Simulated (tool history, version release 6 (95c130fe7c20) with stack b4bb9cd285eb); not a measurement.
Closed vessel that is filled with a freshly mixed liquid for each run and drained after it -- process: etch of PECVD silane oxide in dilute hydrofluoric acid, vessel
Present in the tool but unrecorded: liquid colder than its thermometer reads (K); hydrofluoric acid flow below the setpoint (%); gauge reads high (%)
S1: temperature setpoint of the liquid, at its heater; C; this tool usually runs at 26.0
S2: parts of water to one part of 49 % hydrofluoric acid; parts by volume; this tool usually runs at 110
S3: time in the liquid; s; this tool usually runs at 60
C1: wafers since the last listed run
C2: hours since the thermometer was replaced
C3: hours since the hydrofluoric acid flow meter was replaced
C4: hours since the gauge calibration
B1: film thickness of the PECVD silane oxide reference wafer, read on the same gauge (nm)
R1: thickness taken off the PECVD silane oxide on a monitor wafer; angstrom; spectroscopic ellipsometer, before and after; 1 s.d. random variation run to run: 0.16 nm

run	hour	S1	S2	S3	C1	C2	C3	C4	B1	R1
1	0.0	26.0	110	60	0	830.8	807.6	184.4	130.90	277.9
2	53.9	26.0	110	60	6462	884.7	861.5	238.3	131.20	278.6
3	172.2	26.0	110	60	14183	1003.0	979.8	356.6	131.81	281.0
4	213.8	26.0	110	60	4987	1044.6	1021.4	398.2	132.02	283.3
# hour 252.3: gauge calibrated
# hour 258.0: hydrofluoric acid flow meter replaced
5	260.5	26.0	110	60	5479	1091.3	2.5	8.2	129.86	276.3
6	318.0	26.0	110	45	6893	1148.8	60.0	65.7	130.15	211.2
7	366.3	26.0	110	45	5790	1197.1	108.3	114.0	130.42	208.9
8	416.7	26.0	125	30	6042	1247.5	158.7	164.4	130.70	121.7
9	446.1	26.0	110	60	3524	1276.9	188.1	193.8	130.82	278.2
10	484.1	26.0	155	45	4555	1314.9	226.1	231.8	131.02	142.1
# hour 510.4: thermometer replaced
11	535.2	26.0	110	60	6006	24.8	277.2	282.9	131.32	278.9
12	605.6	24.0	85	60	8440	95.2	347.6	353.3	131.66	348.7
13	631.6	22.0	150	40	3117	121.2	373.6	379.3	131.82	113.2
14	663.1	23.0	95	60	3776	152.7	405.1	410.8	131.99	296.8
15	705.9	26.0	80	60	5131	195.5	447.9	453.6	132.18	408.0
16	752.5	26.0	110	75	5586	242.1	494.5	500.2	132.42	351.3

Describe how what the log doesn't record of the tool's condition differs between the last listed run preceding each entry between runs and the first listed run following it.
After run 4, before run 5: gauge calibrated (hour 252.3); hydrofluoric acid flow meter replaced (hour 258.0)
  gauge reads high (%): 1.55 -> -0.0948
  measured minus no-state result, R1: +4.3 -> -0.3 angstrom
After run 10, before run 11: thermometer replaced (hour 510.4)
  gauge reads high (%): 0.8 -> 1
  measured minus no-state result, R1: +1.1 -> +2.8 angstrom
